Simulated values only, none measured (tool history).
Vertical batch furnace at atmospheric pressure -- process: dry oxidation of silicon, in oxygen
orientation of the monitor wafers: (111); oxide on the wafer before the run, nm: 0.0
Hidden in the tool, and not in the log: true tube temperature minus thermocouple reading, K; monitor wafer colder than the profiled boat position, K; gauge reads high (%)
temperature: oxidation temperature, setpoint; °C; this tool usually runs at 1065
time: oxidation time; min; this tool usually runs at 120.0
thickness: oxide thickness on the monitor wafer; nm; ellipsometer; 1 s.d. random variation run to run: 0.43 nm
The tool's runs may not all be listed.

| run | hour | temperature | time | wafers since the last listed run | hours since the last temperature calibration | hours since the boat lift was adjusted | hours since the gauge calibration | read-back reference wafer on the same gauge, thickness | thickness |
|---|---|---|---|---|---|---|---|---|---|
| 1 | 0.0 | 1052 | 120.0 | 0 | 645.3 | 5758.3 | 635.4 | 158.08 | 134.28 |
| 2 | 35.5 | 1065 | 120.0 | 503 | 680.8 | 5793.8 | 670.9 | 158.03 | 145.68 |
|  | 43.9 | gauge calibrated |
| 3 | 134.7 | 1065 | 120.0 | 1407 | 780.0 | 5893.0 | 90.8 | 157.99 | 145.85 |
| 4 | 159.8 | 1065 | 120.0 | 356 | 805.1 | 5918.1 | 115.9 | 158.03 | 145.58 |
| 5 | 180.6 | 1065 | 120.0 | 295 | 825.9 | 5938.9 | 136.7 | 158.00 | 144.79 |
| 6 | 205.7 | 1065 | 120.0 | 356 | 851.0 | 5964.0 | 161.8 | 158.00 | 144.57 |
| 7 | 239.7 | 1065 | 120.0 | 482 | 885.0 | 5998.0 | 195.8 | 158.03 | 145.60 |
| 8 | 272.1 | 1065 | 120.0 | 459 | 917.4 | 6030.4 | 228.2 | 158.05 | 146.29 |
| 9 | 301.8 | 1065 | 120.0 | 421 | 947.1 | 6060.1 | 257.9 | 158.07 | 146.57 |
| 10 | 323.9 | 1045 | 120.0 | 313 | 969.2 | 6082.2 | 280.0 | 157.98 | 129.64 |
| 11 | 345.1 | 1045 | 120.0 | 300 | 990.4 | 6103.4 | 301.2 | 158.02 | 130.18 |
| 12 | 374.4 | 1065 | 120.0 | 415 | 1019.7 | 6132.7 | 330.5 | 157.89 | 145.68 |
| 13 | 405.1 | 1065 | 120.0 | 435 | 1050.4 | 6163.4 | 361.2 | 158.03 | 146.65 |
| 14 | 422.9 | 1065 | 120.0 | 252 | 1068.2 | 6181.2 | 379.0 | 157.94 | 145.81 |
| 15 | 436.9 | 1056 | 167.0 | 198 | 1082.2 | 6195.2 | 393.0 | 158.03 | 169.19 |
| 16 | 460.9 | 1056 | 167.0 | 340 | 1106.2 | 6219.2 | 417.0 | 158.09 | 169.82 |
| 17 | 488.7 | 1056 | 167.0 | 394 | 1134.0 | 6247.0 | 444.8 | 158.02 | 170.13 |
| 18 | 504.6 | 1050 | 101.5 | 225 | 1149.9 | 6262.9 | 460.7 | 158.05 | 120.77 |
|  | 539.5 | boat lift adjusted |
| 19 | 540.0 | 1056 | 100.5 | 161 | 1185.3 | 0.5 | 496.1 | 158.05 | 123.81 |
| 20 | 562.9 | 1050 | 101.5 | 324 | 1208.2 | 23.4 | 519.0 | 157.99 | 120.92 |
| 21 | 582.4 | 1051 | 148.0 | 276 | 1227.7 | 42.9 | 538.5 | 157.99 | 152.94 |
| 22 | 613.7 | 1065 | 86.5 | 444 | 1259.0 | 74.2 | 569.8 | 157.97 | 120.21 |
| 23 | 632.0 | 1065 | 97.0 | 259 | 1277.3 | 92.5 | 588.1 | 157.98 | 128.22 |
| 24 | 651.7 | 1052 | 120.0 | 279 | 1297.0 | 112.2 | 607.8 | 157.96 | 136.46 |
|  | 674.2 | gauge calibrated |
| 25 | 678.7 | 1065 | 150.0 | 383 | 1324.0 | 139.2 | 4.5 | 157.98 | 167.85 |
| 26 | 697.0 | 1065 | 120.0 | 259 | 1342.3 | 157.5 | 22.8 | 158.01 | 146.33 |
| 27 | 711.4 | 1075 | 65.5 | 204 | 1356.7 | 171.9 | 37.2 | 158.13 | 107.89 |
| 28 | 744.3 | 1065 | 164.0 | 466 | 1389.6 | 204.8 | 70.1 | 157.91 | 176.48 |
| 29 | 762.8 | 1078 | 120.0 | 262 | 1408.1 | 223.3 | 88.6 | 158.12 | 158.98 |
|  | 807.8 | thermocouples replaced and temperature profile calibrated |
| 30 | 808.3 | 1065 | 120.0 | 305 | 0.5 | 268.8 | 134.1 | 157.95 | 143.73 |
| 31 | 813.9 | 1058 | 67.0 | 79 | 6.1 | 274.4 | 139.7 | 157.97 | 95.73 |
| 32 | 844.7 | 1049 | 166.0 | 436 | 36.9 | 305.2 | 170.5 | 157.99 | 159.23 |
| 33 | 859.6 | 1076 | 97.0 | 211 | 51.8 | 320.1 | 185.4 | 158.04 | 134.24 |
| 34 | 944.4 | 1082 | 69.5 | 1203 | 136.6 | 404.9 | 270.2 | 158.05 | 114.05 |
| 35 | 962.3 | 1065 | 97.0 | 253 | 154.5 | 422.8 | 288.1 | 158.06 | 126.49 |
| 36 | 977.8 | 1065 | 120.0 | 219 | 170.0 | 438.3 | 303.6 | 158.02 | 143.26 |
| 37 | 1009.3 | 1057 | 171.5 | 446 | 201.5 | 469.8 | 335.1 | 158.08 | 170.39 |
| 38 | 1031.4 | 1065 | 146.5 | 313 | 223.6 | 491.9 | 357.2 | 157.97 | 162.57 |

Branching from run 38: 5 alternative next runs. What would each branch give?
| A | 1037.1 | 1054 | 120.0 | 80 | 229.3 | 497.6 | 362.9 | ? | ? |
| B | 1037.1 | 1074 | 78.0 | 80 | 229.3 | 497.6 | 362.9 | ? | ? |
| C | 1037.1 | 1065 | 155.0 | 80 | 229.3 | 497.6 | 362.9 | ? | ? |
| D | 1037.1 | 1041 | 146.0 | 80 | 229.3 | 497.6 | 362.9 | ? | ? |
| E | 1037.1 | 1089 | 164.5 | 80 | 229.3 | 497.6 | 362.9 | ? | ? |

| run | read-back reference wafer on the same gauge, thickness | thickness |
|---|---|---|
| A | 158.02 | 135.19 |
| B | 158.02 | 116.89 |
| C | 158.02 | 167.87 |
| D | 158.02 | 141.64 |
| E | 158.02 | 200.29 |
Stripped of hidden state, with their random variation kept, the same runs would have yielded:
| run | thickness |
|---|---|
| A | 134.42 |
| B | 116.15 |
| C | 166.91 |
| D | 140.84 |
| E | 199.08 |

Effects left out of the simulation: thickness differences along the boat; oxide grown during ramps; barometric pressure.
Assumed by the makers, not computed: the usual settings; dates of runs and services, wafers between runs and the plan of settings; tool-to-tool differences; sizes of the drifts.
